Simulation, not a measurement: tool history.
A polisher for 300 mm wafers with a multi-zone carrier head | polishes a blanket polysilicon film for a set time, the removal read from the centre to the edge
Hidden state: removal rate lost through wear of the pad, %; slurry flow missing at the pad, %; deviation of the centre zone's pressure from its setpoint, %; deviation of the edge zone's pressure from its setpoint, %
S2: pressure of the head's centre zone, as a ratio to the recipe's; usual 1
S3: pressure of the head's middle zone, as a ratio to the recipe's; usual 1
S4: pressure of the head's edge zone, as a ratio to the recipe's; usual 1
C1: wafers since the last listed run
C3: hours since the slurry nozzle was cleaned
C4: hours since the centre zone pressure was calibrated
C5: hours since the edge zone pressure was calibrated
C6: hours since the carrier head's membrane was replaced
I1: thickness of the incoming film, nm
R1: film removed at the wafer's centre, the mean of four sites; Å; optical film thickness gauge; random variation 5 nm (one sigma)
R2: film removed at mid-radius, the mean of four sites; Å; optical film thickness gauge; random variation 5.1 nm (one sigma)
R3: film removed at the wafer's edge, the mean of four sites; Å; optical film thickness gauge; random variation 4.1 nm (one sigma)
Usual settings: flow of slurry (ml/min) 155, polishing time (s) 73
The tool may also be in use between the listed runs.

run 1 hour=0 | flow_of_slurry_(ml/min)=155 S2=1 S3=1 S4=1 polishing_time_(s)=73 | C1=0 wafers_polished_on_this_pad=2425 C3=209.3 C4=576.3 C5=417.5 C6=245.6 | I1=2055.7 | R1=5108 R2=5314 R3=5212
run 2 hour=81.6 | flow_of_slurry_(ml/min)=155 S2=1 S3=1 S4=1 polishing_time_(s)=73 | C1=697 wafers_polished_on_this_pad=3123 C3=290.9 C4=657.9 C5=499.1 C6=327.2 | I1=2010.4 | R1=5017 R2=5256 R3=5173
run 3 hour=135.4 | flow_of_slurry_(ml/min)=155 S2=1 S3=1 S4=1.04 polishing_time_(s)=73 | C1=460 wafers_polished_on_this_pad=3583 C3=344.7 C4=711.7 C5=552.9 C6=381 | I1=2081.7 | R1=4877 R2=5281 R3=5183
run 4 hour=192.8 | flow_of_slurry_(ml/min)=155 S2=1 S3=1 S4=1.04 polishing_time_(s)=73 | C1=490 wafers_polished_on_this_pad=4074 C3=402.1 C4=769.1 C5=610.3 C6=438.4 | I1=2003.3 | R1=4904 R2=5144 R3=5126
run 5 hour=288.8 | flow_of_slurry_(ml/min)=105 S2=1 S3=1 S4=1 polishing_time_(s)=64 | C1=820 wafers_polished_on_this_pad=4895 C3=498.1 C4=865.1 C5=706.3 C6=534.4 | I1=2064.2 | R1=3723 R2=4061 R3=4089
-- hour=328 worn pad replaced by a new one
run 6 hour=335.1 | flow_of_slurry_(ml/min)=155 S2=1 S3=1 S4=0.96 polishing_time_(s)=73 | C1=361 wafers_polished_on_this_pad=61 C3=544.4 C4=911.4 C5=752.6 C6=580.7 | I1=2030.3 | R1=4926 R2=5375 R3=5187
run 7 hour=388.1 | flow_of_slurry_(ml/min)=195 S2=1.1 S3=1 S4=1 polishing_time_(s)=62 | C1=453 wafers_polished_on_this_pad=514 C3=597.4 C4=964.4 C5=805.6 C6=633.7 | I1=2054 | R1=4763 R2=4817 R3=4615
run 8 hour=444.8 | flow_of_slurry_(ml/min)=155 S2=1 S3=0.96 S4=1.08 polishing_time_(s)=60 | C1=484 wafers_polished_on_this_pad=999 C3=654.1 C4=1021.1 C5=862.3 C6=690.4 | I1=2040.6 | R1=4030 R2=4280 R3=4405
-- hour=503.4 slurry nozzle cleaned
run 9 hour=513.6 | flow_of_slurry_(ml/min)=155 S2=1 S3=0.95 S4=1.05 polishing_time_(s)=82 | C1=579 wafers_polished_on_this_pad=1578 C3=10.2 C4=1089.9 C5=931.1 C6=759.2 | I1=2039.1 | R1=5385 R2=5842 R3=5907
run 10 hour=585 | flow_of_slurry_(ml/min)=155 S2=1 S3=1 S4=1.03 polishing_time_(s)=89 | C1=610 wafers_polished_on_this_pad=2189 C3=81.6 C4=1161.3 C5=1002.5 C6=830.6 | I1=2010 | R1=5893 R2=6568 R3=6354
-- hour=605.6 edge zone pressure recalibrated
-- hour=648 centre zone pressure recalibrated
run 11 hour=668.1 | flow_of_slurry_(ml/min)=155 S2=1 S3=1 S4=1 polishing_time_(s)=73 | C1=676 wafers_polished_on_this_pad=2865 C3=164.7 C4=20.1 C5=62.5 C6=913.7 | I1=2068.9 | R1=5241 R2=5335 R3=5191
run 12 hour=753.8 | flow_of_slurry_(ml/min)=155 S2=1 S3=1 S4=1 polishing_time_(s)=73 | C1=732 wafers_polished_on_this_pad=3598 C3=250.4 C4=105.8 C5=148.2 C6=999.4 | I1=2071 | R1=5106 R2=5337 R3=5054
run 13 hour=795.8 | flow_of_slurry_(ml/min)=155 S2=0.9 S3=0.91 S4=1.07 polishing_time_(s)=59 | C1=359 wafers_polished_on_this_pad=3957 C3=292.4 C4=147.8 C5=190.2 C6=1041.4 | I1=2044 | R1=3742 R2=3893 R3=4220
-- hour=830.2 worn pad replaced by a new one
run 14 hour=869 | flow_of_slurry_(ml/min)=155 S2=1 S3=1 S4=1 polishing_time_(s)=73 | C1=591 wafers_polished_on_this_pad=332 C3=365.6 C4=221 C5=263.4 C6=1114.6 | I1=2073.8 | R1=5328 R2=5415 R3=5205
run 15 hour=925.9 | flow_of_slurry_(ml/min)=205 S2=1 S3=1 S4=0.93 polishing_time_(s)=83 | C1=486 wafers_polished_on_this_pad=818 C3=422.5 C4=277.9 C5=320.3 C6=1171.5 | I1=2007.3 | R1=6320 R2=6543 R3=6039
run 16 hour=1032.7 | flow_of_slurry_(ml/min)=155 S2=1 S3=1 S4=1 polishing_time_(s)=73 | C1=913 wafers_polished_on_this_pad=1732 C3=529.3 C4=384.7 C5=427.1 C6=1278.3 | I1=2029.4 | R1=5255 R2=5407 R3=5186
run 17 hour=1126.4 | flow_of_slurry_(ml/min)=155 S2=1 S3=0.93 S4=1 polishing_time_(s)=73 | C1=801 wafers_polished_on_this_pad=2533 C3=623 C4=478.4 C5=520.8 C6=1372 | I1=2044.1 | R1=5095 R2=5001 R3=5185
run 18 hour=1224 | flow_of_slurry_(ml/min)=155 S2=1 S3=0.93 S4=1 polishing_time_(s)=73 | C1=834 wafers_polished_on_this_pad=3367 C3=720.6 C4=576 C5=618.4 C6=1469.6 | I1=2003.1 | R1=5053 R2=5016 R3=5025
-- hour=1279.3 slurry nozzle cleaned
-- hour=1328.4 worn pad replaced by a new one
run 19 hour=1331.3 | flow_of_slurry_(ml/min)=180 S2=1.06 S3=1 S4=1 polishing_time_(s)=73 | C1=874 wafers_polished_on_this_pad=24 C3=52 C4=683.3 C5=725.7 C6=1576.9 | I1=2051.3 | R1=5609 R2=5453 R3=5297
run 20 hour=1412.4 | flow_of_slurry_(ml/min)=155 S2=0.9 S3=1.05 S4=1 polishing_time_(s)=98 | C1=693 wafers_polished_on_this_pad=718 C3=133.1 C4=764.4 C5=806.8 C6=1658 | I1=2057.4 | R1=6305 R2=7597 R3=7047
run 21 hour=1469.7 | flow_of_slurry_(ml/min)=105 S2=1.05 S3=1 S4=0.89 polishing_time_(s)=80 | C1=489 wafers_polished_on_this_pad=1208 C3=190.4 C4=821.7 C5=864.1 C6=1715.3 | I1=2057 | R1=5279 R2=5385 R3=5178
run 22 hour=1507.6 | flow_of_slurry_(ml/min)=155 S2=1 S3=1 S4=1.09 polishing_time_(s)=73 | C1=324 wafers_polished_on_this_pad=1532 C3=228.3 C4=859.6 C5=902 C6=1753.2 | I1=2037.3 | R1=5067 R2=5400 R3=5335
run 23 hour=1562.9 | flow_of_slurry_(ml/min)=155 S2=0.95 S3=1 S4=1.09 polishing_time_(s)=73 | C1=472 wafers_polished_on_this_pad=2005 C3=283.6 C4=914.9 C5=957.3 C6=1808.5 | I1=2054.9 | R1=4803 R2=5277 R3=5298

The same runs without the tool's hidden state, with the same run-to-run variation:
run=1 R1=5301 R2=5397 R3=5294
run=2 R1=5282 R2=5385 R3=5301
run=3 R1=5192 R2=5449 R3=5348
run=4 R1=5291 R2=5353 R3=5336
run=5 R1=4123 R2=4299 R3=4330
run=6 R1=5184 R2=5382 R3=5195
run=7 R1=5043 R2=4826 R3=4625
run=8 R1=4302 R2=4295 R3=4421
run=9 R1=5818 R2=5882 R3=5949
run=10 R1=6459 R2=6646 R3=6432
run=11 R1=5296 R2=5445 R3=5298
run=12 R1=5220 R2=5506 R3=5213
run=13 R1=3851 R2=4041 R3=4381
run=14 R1=5298 R2=5423 R3=5213
run=15 R1=6302 R2=6561 R3=6056
run=16 R1=5287 R2=5450 R3=5227
run=17 R1=5188 R2=5079 R3=5266
run=18 R1=5231 R2=5150 R3=5160
run=19 R1=5732 R2=5486 R3=5329
run=20 R1=6494 R2=7651 R3=7098
run=21 R1=5475 R2=5434 R3=5226
run=22 R1=5285 R2=5460 R3=5395
run=23 R1=5057 R2=5356 R3=5378
